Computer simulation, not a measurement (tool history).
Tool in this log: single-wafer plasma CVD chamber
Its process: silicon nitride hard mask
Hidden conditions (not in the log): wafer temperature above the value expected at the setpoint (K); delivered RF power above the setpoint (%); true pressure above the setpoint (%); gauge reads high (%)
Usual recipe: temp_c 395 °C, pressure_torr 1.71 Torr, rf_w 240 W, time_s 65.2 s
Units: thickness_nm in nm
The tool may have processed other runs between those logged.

run	hour	temp_c	pressure_torr	rf_w	time_s	wafers since the last listed run	hours since the last thermocouple change	hours since the last RF generator calibration	hours since the last manometer calibration	hours since the showerhead was replaced	hours since the gauge calibration	read-back reference wafer on the same gauge, thickness_nm	thickness_nm
1	0.0	395	1.71	240	65.2	0	808.1	1545.9	694.1	4135.9	1.1	76.672	64.638
2	13.8	395	1.71	240	65.2	211	821.9	1559.7	707.9	4149.7	14.9	76.627	64.435
3	42.9	395	1.40	240	65.2	447	851.0	1588.8	737.0	4178.8	44.0	76.738	60.967
4	58.6	395	1.40	240	65.2	241	866.7	1604.5	752.7	4194.5	59.7	76.587	61.248
5	80.7	395	1.55	230	65.2	339	888.8	1626.6	774.8	4216.6	81.8	76.658	59.710
6	116.5	395	1.55	230	65.2	549	924.6	1662.4	810.6	4252.4	117.6	76.646	59.012
7	214.1	395	1.71	240	65.2	1499	1022.2	1760.0	908.2	4350.0	215.2	76.768	63.499
8	239.9	395	1.71	240	65.2	396	1048.0	1785.8	934.0	4375.8	241.0	76.622	63.420
9	272.3	395	1.71	240	65.2	497	1080.4	1818.2	966.4	4408.2	273.4	76.776	63.600
10	310.5	389	1.71	240	65.2	586	1118.6	1856.4	1004.6	4446.4	311.6	76.522	63.120
11	336.2	389	1.71	240	65.2	394	1144.3	1882.1	1030.3	4472.1	337.3	76.649	62.819
12	362.6	395	1.71	240	65.2	405	1170.7	1908.5	1056.7	4498.5	363.7	76.737	63.346
13	385.6	395	1.71	240	65.2	353	1193.7	1931.5	1079.7	4521.5	386.7	76.700	63.082
# hour 406.7: showerhead replaced
14	407.2	395	1.71	240	61.0	208	1215.3	1953.1	1101.3	0.5	408.3	76.700	58.104
15	419.5	395	1.71	280	65.2	188	1227.6	1965.4	1113.6	12.8	420.6	76.749	72.682
# hour 428.6: thermocouple changed; heater temperature recalibrated
16	438.8	395	2.12	205	65.2	173	10.2	1984.7	1132.9	32.1	439.9	76.565	55.938
17	473.4	402	1.71	255	65.2	531	44.8	2019.3	1167.5	66.7	474.5	76.692	65.655
18	485.6	395	1.71	240	65.2	187	57.0	2031.5	1179.7	78.9	486.7	76.519	62.579
# hour 505.8: gauge calibrated
19	514.5	389	1.71	240	65.2	443	85.9	2060.4	1208.6	107.8	8.7	76.848	62.111
20	541.3	395	1.71	240	65.2	411	112.7	2087.2	1235.4	134.6	35.5	76.791	62.273
# hour 551.3: RF generator calibrated
21	563.1	381	1.71	240	53.3	211	134.5	11.8	1257.2	156.4	57.3	76.783	49.087
22	597.0	407	1.71	240	74.1	520	168.4	45.7	1291.1	190.3	91.2	76.919	67.490
# hour 630.8: capacitance manometer re-zeroed and calibrated
23	631.3	382	1.94	240	53.4	404	202.7	80.0	0.5	224.6	125.5	76.525	50.515
24	655.7	399	1.37	240	56.9	374	227.1	104.4	24.9	249.0	149.9	76.681	49.113
# hour 707.8: RF generator calibrated, repeated, since the last time left the tool worse
25	751.5	391	1.71	240	65.2	1348	322.9	43.7	120.7	344.8	245.7	76.728	66.499

What will run 26 give?
26	778.9	383	1.97	240	65.2	420	350.3	71.1	148.1	372.2	273.1	?	?

Run 26 came out at read-back reference wafer on the same gauge, thickness_nm 76.707, thickness_nm 69.000 nm.
The same run, on a tool lacking any hidden state, would have yielded thickness_nm 69.381 nm.

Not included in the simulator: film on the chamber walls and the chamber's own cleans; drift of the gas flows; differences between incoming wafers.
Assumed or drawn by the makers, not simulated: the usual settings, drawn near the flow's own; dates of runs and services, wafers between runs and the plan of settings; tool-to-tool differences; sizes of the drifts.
